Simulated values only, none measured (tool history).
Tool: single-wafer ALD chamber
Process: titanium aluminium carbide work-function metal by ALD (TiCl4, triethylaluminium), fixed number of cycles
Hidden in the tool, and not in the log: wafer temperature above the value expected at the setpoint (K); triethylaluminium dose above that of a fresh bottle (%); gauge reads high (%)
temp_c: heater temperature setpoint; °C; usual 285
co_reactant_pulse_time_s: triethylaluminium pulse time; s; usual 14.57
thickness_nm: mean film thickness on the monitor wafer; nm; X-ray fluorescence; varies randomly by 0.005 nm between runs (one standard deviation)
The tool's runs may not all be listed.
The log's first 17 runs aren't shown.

| run | hour | temp_c | co_reactant_pulse_time_s | wafers since the last listed run | hours since the last thermocouple change | hours since the last triethylaluminium bottle change | hours since the showerhead was replaced | hours since the gauge calibration | read-back reference wafer on the same gauge, thickness_nm | thickness_nm |
|---|---|---|---|---|---|---|---|---|---|---|
| 18 | 233.6 | 285 | 14.57 | 100 | 1273.3 | 13.6 | 3049.2 | 183.6 | 1.690 | 1.344 |
| 19 | 247.0 | 285 | 14.57 | 107 | 1286.7 | 27.0 | 3062.6 | 197.0 | 1.690 | 1.339 |
| 20 | 263.7 | 277 | 20.29 | 134 | 1303.4 | 43.7 | 3079.3 | 213.7 | 1.689 | 1.557 |
| 21 | 277.0 | 272 | 10.65 | 106 | 1316.7 | 57.0 | 3092.6 | 227.0 | 1.690 | 0.838 |
|  | 286.8 | gauge calibrated |
| 22 | 287.0 | 285 | 16.14 | 80 | 1326.7 | 67.0 | 3102.6 | 0.2 | 1.691 | 1.385 |
| 23 | 296.3 | 297 | 14.57 | 74 | 1336.0 | 76.3 | 3111.9 | 9.5 | 1.690 | 1.329 |
|  | 309.4 | triethylaluminium bottle replaced, repeated, since the last time left the tool worse |
|  | 313.6 | showerhead replaced |
| 24 | 318.3 | 297 | 18.75 | 79 | 1358.0 | 8.9 | 4.7 | 31.5 | 1.690 | 1.933 |
|  | 327.9 | thermocouple changed; heater temperature recalibrated |
| 25 | 329.5 | 278 | 14.57 | 25 | 1.6 | 20.1 | 15.9 | 42.7 | 1.688 | 1.780 |
| 26 | 346.1 | 295 | 14.57 | 133 | 18.2 | 36.7 | 32.5 | 59.3 | 1.689 | 1.908 |
| 27 | 363.6 | 274 | 10.50 | 140 | 35.7 | 54.2 | 50.0 | 76.8 | 1.690 | 1.620 |
| 28 | 372.8 | 299 | 19.13 | 73 | 44.9 | 63.4 | 59.2 | 86.0 | 1.690 | 1.944 |
| 29 | 387.1 | 295 | 16.44 | 114 | 59.2 | 77.7 | 73.5 | 100.3 | 1.690 | 1.911 |
| 30 | 396.8 | 285 | 16.92 | 77 | 68.9 | 87.4 | 83.2 | 110.0 | 1.692 | 1.829 |
| 31 | 410.1 | 285 | 18.58 | 106 | 82.2 | 100.7 | 96.5 | 123.3 | 1.688 | 1.845 |

4 ways to go on from here, each from the tool as it stands after run 31. What would each give?
| A | 410.5 | 285 | 14.57 | 3 | 82.6 | 101.1 | 96.9 | 123.7 | ? | ? |
| B | 410.5 | 294 | 9.44 | 3 | 82.6 | 101.1 | 96.9 | 123.7 | ? | ? |
| C | 410.5 | 278 | 11.04 | 3 | 82.6 | 101.1 | 96.9 | 123.7 | ? | ? |
| D | 410.5 | 278 | 11.85 | 3 | 82.6 | 101.1 | 96.9 | 123.7 | ? | ? |

| run | read-back reference wafer on the same gauge, thickness_nm | thickness_nm |
|---|---|---|
| A | 1.690 | 1.827 |
| B | 1.690 | 1.628 |
| C | 1.690 | 1.682 |
| D | 1.690 | 1.722 |
The same runs, with their run-to-run variation unchanged, on a tool lacking any hidden condition would have given:
| run | thickness_nm |
|---|---|
| A | 1.830 |
| B | 1.656 |
| C | 1.697 |
| D | 1.733 |

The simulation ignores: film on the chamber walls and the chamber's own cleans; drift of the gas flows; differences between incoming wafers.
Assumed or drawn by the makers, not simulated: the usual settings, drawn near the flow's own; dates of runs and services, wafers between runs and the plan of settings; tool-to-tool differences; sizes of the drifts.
